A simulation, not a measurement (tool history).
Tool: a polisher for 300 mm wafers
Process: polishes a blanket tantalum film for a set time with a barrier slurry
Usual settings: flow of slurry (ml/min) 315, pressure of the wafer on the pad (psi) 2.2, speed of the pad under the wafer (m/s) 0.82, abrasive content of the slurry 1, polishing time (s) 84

run	hour	flow of slurry (ml/min)	pressure of the wafer on the pad (psi)	speed of the pad under the wafer (m/s)	abrasive content of the slurry	polishing time (s)	wafers since the last listed run	wafers polished on this pad	hours since the slurry nozzle was cleaned	hours since the head pressure was calibrated	hours since the slurry blender was calibrated	incoming thickness of the incoming film, nm	film removed (nm)
1	0	315	2.2	0.82	1	84	0	978	185.7	425.8	233.8	401.5	131.8
2	15.8	315	2.2	0.82	1	84	185	1164	201.5	441.6	249.6	404.7	131.4
3	46.8	315	2.2	0.82	1	84	363	1527	232.5	472.6	280.6	397.8	127.4
# hour 60.9: worn pad replaced by a new one
4	67	315	2.2	0.82	1	84	190	71	252.7	492.8	300.8	400.7	125.5
# hour 68.3: slurry nozzle cleaned
5	83.1	315	2.2	0.82	0.85	72	177	248	14.8	508.9	316.9	402.3	97.2
# hour 104.2: slurry blender recalibrated
6	114.3	315	2.2	0.82	0.85	72	342	591	46	540.1	10.1	394.9	108.9
7	141.6	315	2.2	0.82	0.85	72	320	911	73.3	567.4	37.4	405	108.7
8	174.8	315	2.2	0.82	1	84	389	1301	106.5	600.6	70.6	398.9	134.4
9	203.7	315	2.2	0.82	1	84	339	1640	135.4	629.5	99.5	398.4	135.2
10	229.7	280	2.2	0.82	1	84	305	1945	161.4	655.5	125.5	398.6	133.5
# hour 233.7: worn pad replaced by a new one
11	253.8	280	2.2	0.82	1	84	235	235	185.5	679.6	149.6	400.7	133.3
12	288.6	280	2.2	0.82	1	84	408	643	220.3	714.4	184.4	402.4	134.7
# hour 297.1: head pressure recalibrated
13	317.2	315	2.2	0.82	1	84	312	956	248.9	20.1	213	400.7	132.5
# hour 327.7: slurry nozzle cleaned
14	336.6	315	2.2	0.82	1	84	215	1172	8.9	39.5	232.4	393	132.6
15	359.2	315	2.2	0.82	1	84	265	1437	31.5	62.1	255	399.4	128.3
# hour 397.6: worn pad replaced by a new one
16	420.3	315	2.2	0.82	1	84	670	266	92.6	123.2	316.1	401.2	126.5
17	442.1	315	2.2	0.82	1	84	255	522	114.4	145	337.9	396.3	125.4
# hour 452.1: slurry blender recalibrated
18	472.5	315	2.8	0.82	1	100	333	856	144.8	175.4	20.4	399.8	201.4
19	503	315	2.2	0.6	1	84	358	1214	175.3	205.9	50.9	405	99
20	525.9	315	2.2	0.96	1	84	268	1482	198.2	228.8	73.8	401.7	160.8
21	549.2	315	2.9	0.96	0.7	102	273	1756	221.5	252.1	97.1	404.8	211.9
# hour 554.7: worn pad replaced by a new one
22	564.7	215	2.5	1.08	1	73	134	117	237	267.6	112.6	400.3	167.4
23	583.9	315	2.2	0.82	0.85	72	225	342	256.2	286.8	131.8	400.7	107.9
# hour 601.8: slurry nozzle cleaned
24	612.8	315	2.2	0.82	1	84	327	670	11	315.7	160.7	397.7	132
25	642.1	315	2.2	0.82	1	57	343	1014	40.3	345	190	407.5	91.2
26	660.2	315	2.2	0.82	1	96	212	1226	58.4	363.1	208.1	404.1	150.6
27	687.4	265	1.6	0.72	1.1	84	319	1545	85.6	390.3	235.3	397.5	91.4
28	713.2	345	2.2	0.98	1.2	64	302	1848	111.4	416.1	261.1	404.5	126.2
# hour 741: worn pad replaced by a new one
29	744.1	315	2.7	1.08	1	76	315	36	142.3	447	292	399	183.7
30	776.7	260	2.2	1	0.7	93	382	418	174.9	479.6	324.6	393.7	141.1

Branching from run 30: 4 alternative next runs. What would each branch give?
A	777.2	315	2.2	0.82	1	84	5	424	175.4	480.1	325.1	397.2	?
B	777.2	315	1.9	0.82	1	84	5	424	175.4	480.1	325.1	397.2	?
C	777.2	315	2.2	0.82	0.7	99	5	424	175.4	480.1	325.1	397.2	?
D	777.2	375	3	0.82	0.85	84	5	424	175.4	480.1	325.1	397.2	?

run	film removed (nm)
A	124.9
B	110.3
C	122.3
D	153.2
Had the tool no hidden state, the same runs would have come out as:
run	film removed (nm)
A	133.9
B	118.3
C	134.4
D	166
